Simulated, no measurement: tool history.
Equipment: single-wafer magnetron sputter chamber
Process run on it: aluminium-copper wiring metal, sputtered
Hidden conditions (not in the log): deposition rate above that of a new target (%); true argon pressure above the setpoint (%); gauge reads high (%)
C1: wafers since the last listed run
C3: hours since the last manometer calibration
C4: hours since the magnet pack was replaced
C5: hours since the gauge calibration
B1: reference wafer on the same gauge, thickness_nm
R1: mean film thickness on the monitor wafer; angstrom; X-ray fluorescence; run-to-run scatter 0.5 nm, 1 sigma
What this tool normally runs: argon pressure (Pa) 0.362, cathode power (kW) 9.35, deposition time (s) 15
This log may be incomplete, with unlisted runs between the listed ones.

{"run": 1, "hour": 0.0, "argon pressure (Pa)": 0.362, "cathode power (kW)": 9.35, "deposition time (s)": 15, "C1": 0, "wafers on the sputter target": 4072, "C3": 303.5, "C4": 2166.5, "C5": 1881.5, "B1": 293.269, "R1": 2420.54}
{"run": 2, "hour": 46.6, "argon pressure (Pa)": 0.362, "cathode power (kW)": 9.35, "deposition time (s)": 15, "C1": 938, "wafers on the sputter target": 5010, "C3": 350.1, "C4": 2213.1, "C5": 1928.1, "B1": 292.887, "R1": 2415.04}
{"hour": 72.1, "done": "gauge calibrated"}
{"run": 3, "hour": 113.5, "argon pressure (Pa)": 0.362, "cathode power (kW)": 9.35, "deposition time (s)": 15, "C1": 1346, "wafers on the sputter target": 6357, "C3": 417, "C4": 2280, "C5": 41.4, "B1": 293.11, "R1": 2407.16}
{"run": 4, "hour": 213.5, "argon pressure (Pa)": 0.362, "cathode power (kW)": 9.35, "deposition time (s)": 15, "C1": 2013, "wafers on the sputter target": 8370, "C3": 517, "C4": 2380, "C5": 141.4, "B1": 292.953, "R1": 2399.85}
{"run": 5, "hour": 313.5, "argon pressure (Pa)": 0.362, "cathode power (kW)": 9.35, "deposition time (s)": 15, "C1": 2013, "wafers on the sputter target": 10383, "C3": 617, "C4": 2480, "C5": 241.4, "B1": 292.98, "R1": 2412.43}
{"hour": 381.1, "done": "sputter target and shields replaced"}
{"run": 6, "hour": 605.7, "argon pressure (Pa)": 0.362, "cathode power (kW)": 9.35, "deposition time (s)": 15, "C1": 5721, "wafers on the sputter target": 4521, "C3": 909.2, "C4": 2772.2, "C5": 533.6, "B1": 292.903, "R1": 2424.97}
{"run": 7, "hour": 702.4, "argon pressure (Pa)": 0.362, "cathode power (kW)": 8.35, "deposition time (s)": 16.1, "C1": 1946, "wafers on the sputter target": 6468, "C3": 1005.9, "C4": 2868.9, "C5": 630.3, "B1": 292.921, "R1": 2334.73}
{"run": 8, "hour": 738.5, "argon pressure (Pa)": 0.431, "cathode power (kW)": 9.35, "deposition time (s)": 13.1, "C1": 726, "wafers on the sputter target": 7194, "C3": 1042, "C4": 2905, "C5": 666.4, "B1": 292.955, "R1": 2069.72}
{"run": 9, "hour": 804.1, "argon pressure (Pa)": 0.431, "cathode power (kW)": 9.35, "deposition time (s)": 13.1, "C1": 1320, "wafers on the sputter target": 8515, "C3": 1107.6, "C4": 2970.6, "C5": 732, "B1": 293.168, "R1": 2073.72}
{"run": 10, "hour": 908.0, "argon pressure (Pa)": 0.431, "cathode power (kW)": 9.35, "deposition time (s)": 13.1, "C1": 2091, "wafers on the sputter target": 10607, "C3": 1211.5, "C4": 3074.5, "C5": 835.9, "B1": 292.856, "R1": 2069.69}
{"run": 11, "hour": 954.3, "argon pressure (Pa)": 0.362, "cathode power (kW)": 9.35, "deposition time (s)": 15, "C1": 932, "wafers on the sputter target": 11539, "C3": 1257.8, "C4": 3120.8, "C5": 882.2, "B1": 293.195, "R1": 2408.17}
{"hour": 973.4, "done": "sputter target and shields replaced"}
{"run": 12, "hour": 1030.6, "argon pressure (Pa)": 0.362, "cathode power (kW)": 9.35, "deposition time (s)": 15, "C1": 1375, "wafers on the sputter target": 1152, "C3": 1334.1, "C4": 3197.1, "C5": 958.5, "B1": 292.909, "R1": 2462.26}
{"run": 13, "hour": 1137.2, "argon pressure (Pa)": 0.362, "cathode power (kW)": 9.35, "deposition time (s)": 15, "C1": 2146, "wafers on the sputter target": 3298, "C3": 1440.7, "C4": 3303.7, "C5": 1065.1, "B1": 292.823, "R1": 2435.83}
{"run": 14, "hour": 1218.7, "argon pressure (Pa)": 0.362, "cathode power (kW)": 9.35, "deposition time (s)": 15, "C1": 1640, "wafers on the sputter target": 4939, "C3": 1522.2, "C4": 3385.2, "C5": 1146.6, "B1": 292.754, "R1": 2436.56}
{"run": 15, "hour": 1282.3, "argon pressure (Pa)": 0.362, "cathode power (kW)": 9.35, "deposition time (s)": 15, "C1": 1280, "wafers on the sputter target": 6219, "C3": 1585.8, "C4": 3448.8, "C5": 1210.2, "B1": 292.927, "R1": 2431.44}
{"run": 16, "hour": 1334.8, "argon pressure (Pa)": 0.362, "cathode power (kW)": 9.35, "deposition time (s)": 15, "C1": 1056, "wafers on the sputter target": 7276, "C3": 1638.3, "C4": 3501.3, "C5": 1262.7, "B1": 293.118, "R1": 2417.69}
{"run": 17, "hour": 1398.4, "argon pressure (Pa)": 0.362, "cathode power (kW)": 9.35, "deposition time (s)": 15, "C1": 1280, "wafers on the sputter target": 8557, "C3": 1701.9, "C4": 3564.9, "C5": 1326.3, "B1": 292.841, "R1": 2413.28}
{"run": 18, "hour": 1437.0, "argon pressure (Pa)": 0.229, "cathode power (kW)": 7.95, "deposition time (s)": 17.8, "C1": 777, "wafers on the sputter target": 9334, "C3": 1740.5, "C4": 3603.5, "C5": 1364.9, "B1": 293.347, "R1": 2526.84}
{"run": 19, "hour": 1515.3, "argon pressure (Pa)": 0.362, "cathode power (kW)": 9.35, "deposition time (s)": 13.8, "C1": 1576, "wafers on the sputter target": 10910, "C3": 1818.8, "C4": 3681.8, "C5": 1443.2, "B1": 293.056, "R1": 2222.3}
{"hour": 1572.1, "done": "gauge calibrated"}
{"hour": 1626.1, "done": "sputter target and shields replaced"}
{"run": 20, "hour": 1787.4, "argon pressure (Pa)": 0.43, "cathode power (kW)": 9.35, "deposition time (s)": 15, "C1": 5316, "wafers on the sputter target": 3246, "C3": 2090.9, "C4": 3953.9, "C5": 215.3, "B1": 293.084, "R1": 2399.49}
{"run": 21, "hour": 1843.5, "argon pressure (Pa)": 0.362, "cathode power (kW)": 9.35, "deposition time (s)": 15, "C1": 1129, "wafers on the sputter target": 4375, "C3": 2147, "C4": 4010, "C5": 271.4, "B1": 293.02, "R1": 2448.85}
{"run": 22, "hour": 1885.5, "argon pressure (Pa)": 0.314, "cathode power (kW)": 8.55, "deposition time (s)": 16.9, "C1": 845, "wafers on the sputter target": 5221, "C3": 2189, "C4": 4052, "C5": 313.4, "B1": 292.945, "R1": 2550.35}
{"run": 23, "hour": 1983.3, "argon pressure (Pa)": 0.362, "cathode power (kW)": 9.35, "deposition time (s)": 16.5, "C1": 1968, "wafers on the sputter target": 7190, "C3": 2286.8, "C4": 4149.8, "C5": 411.2, "B1": 292.927, "R1": 2685.94}
{"hour": 2046.2, "done": "magnet pack replaced"}
{"hour": 2050.7, "done": "capacitance manometer re-zeroed and calibrated"}
{"run": 24, "hour": 2051.2, "argon pressure (Pa)": 0.313, "cathode power (kW)": 9.35, "deposition time (s)": 15, "C1": 1116, "wafers on the sputter target": 8306, "C3": 0.5, "C4": 5, "C5": 479.1, "B1": 292.977, "R1": 2436.89}
{"run": 25, "hour": 2087.2, "argon pressure (Pa)": 0.362, "cathode power (kW)": 9.35, "deposition time (s)": 15, "C1": 724, "wafers on the sputter target": 9031, "C3": 36.5, "C4": 41, "C5": 515.1, "B1": 292.56, "R1": 2398.13}
{"run": 26, "hour": 2163.8, "argon pressure (Pa)": 0.362, "cathode power (kW)": 10.8, "deposition time (s)": 15, "C1": 1542, "wafers on the sputter target": 10573, "C3": 113.1, "C4": 117.6, "C5": 591.7, "B1": 293.027, "R1": 2765.77}
{"run": 27, "hour": 2221.4, "argon pressure (Pa)": 0.455, "cathode power (kW)": 9.35, "deposition time (s)": 16.6, "C1": 1159, "wafers on the sputter target": 11733, "C3": 170.7, "C4": 175.2, "C5": 649.3, "B1": 293.063, "R1": 2583.44}
{"run": 28, "hour": 2268.1, "argon pressure (Pa)": 0.495, "cathode power (kW)": 9.35, "deposition time (s)": 15, "C1": 940, "wafers on the sputter target": 12673, "C3": 217.4, "C4": 221.9, "C5": 696, "B1": 293.002, "R1": 2316.43}
{"hour": 2338.7, "done": "sputter target and shields replaced"}
{"run": 29, "hour": 2339.2, "argon pressure (Pa)": 0.304, "cathode power (kW)": 8.65, "deposition time (s)": 15, "C1": 1270, "wafers on the sputter target": 10, "C3": 288.5, "C4": 293, "C5": 767.1, "B1": 292.857, "R1": 2317.96}
{"run": 30, "hour": 2433.7, "argon pressure (Pa)": 0.219, "cathode power (kW)": 11.05, "deposition time (s)": 12.5, "C1": 1902, "wafers on the sputter target": 1912, "C3": 383, "C4": 387.5, "C5": 861.6, "B1": 293.138, "R1": 2510.39}
{"run": 31, "hour": 2484.7, "argon pressure (Pa)": 0.481, "cathode power (kW)": 9.35, "deposition time (s)": 15, "C1": 1026, "wafers on the sputter target": 2939, "C3": 434, "C4": 438.5, "C5": 912.6, "B1": 293.171, "R1": 2349.52}
{"run": 32, "hour": 2574.2, "argon pressure (Pa)": 0.223, "cathode power (kW)": 11.6, "deposition time (s)": 15, "C1": 1801, "wafers on the sputter target": 4741, "C3": 523.5, "C4": 528, "C5": 1002.1, "B1": 293.166, "R1": 3132.01}
{"run": 33, "hour": 2664.0, "argon pressure (Pa)": 0.322, "cathode power (kW)": 9.35, "deposition time (s)": 13.3, "C1": 1807, "wafers on the sputter target": 6549, "C3": 613.3, "C4": 617.8, "C5": 1091.9, "B1": 293.137, "R1": 2174.84}
{"run": 34, "hour": 2703.5, "argon pressure (Pa)": 0.44, "cathode power (kW)": 8.55, "deposition time (s)": 13.2, "C1": 795, "wafers on the sputter target": 7344, "C3": 652.8, "C4": 657.3, "C5": 1131.4, "B1": 293.296, "R1": 1907.97}
{"hour": 2923.9, "done": "sputter target and shields replaced"}
{"run": 35, "hour": 3000.2, "argon pressure (Pa)": 0.362, "cathode power (kW)": 9.35, "deposition time (s)": 15, "C1": 5812, "wafers on the sputter target": 1536, "C3": 949.5, "C4": 954, "C5": 1428.1, "B1": 293.003, "R1": 2462.56}

Consider 3 possible next runs. They are alternatives, not a sequence: every one starts from the tool as it was left by run 35. What does each give?
{"run": "A", "hour": 3000.6, "argon pressure (Pa)": 0.362, "cathode power (kW)": 9.35, "deposition time (s)": 15, "C1": 8, "wafers on the sputter target": 1544, "C3": 949.9, "C4": 954.4, "C5": 1428.5, "B1": "?", "R1": "?"}
{"run": "B", "hour": 3000.6, "argon pressure (Pa)": 0.362, "cathode power (kW)": 9.35, "deposition time (s)": 13.9, "C1": 8, "wafers on the sputter target": 1544, "C3": 949.9, "C4": 954.4, "C5": 1428.5, "B1": "?", "R1": "?"}
{"run": "C", "hour": 3000.6, "argon pressure (Pa)": 0.233, "cathode power (kW)": 7.25, "deposition time (s)": 15, "C1": 8, "wafers on the sputter target": 1544, "C3": 949.9, "C4": 954.4, "C5": 1428.5, "B1": "?", "R1": "?"}

run=A B1=293.068 R1=2465.78
run=B B1=293.068 R1=2284.95
run=C B1=293.068 R1=1984.89
With the hidden condition removed and each run's random variation left untouched, the same runs would have given:
run=A R1=2456.82
run=B R1=2276.65
run=C R1=1983.11
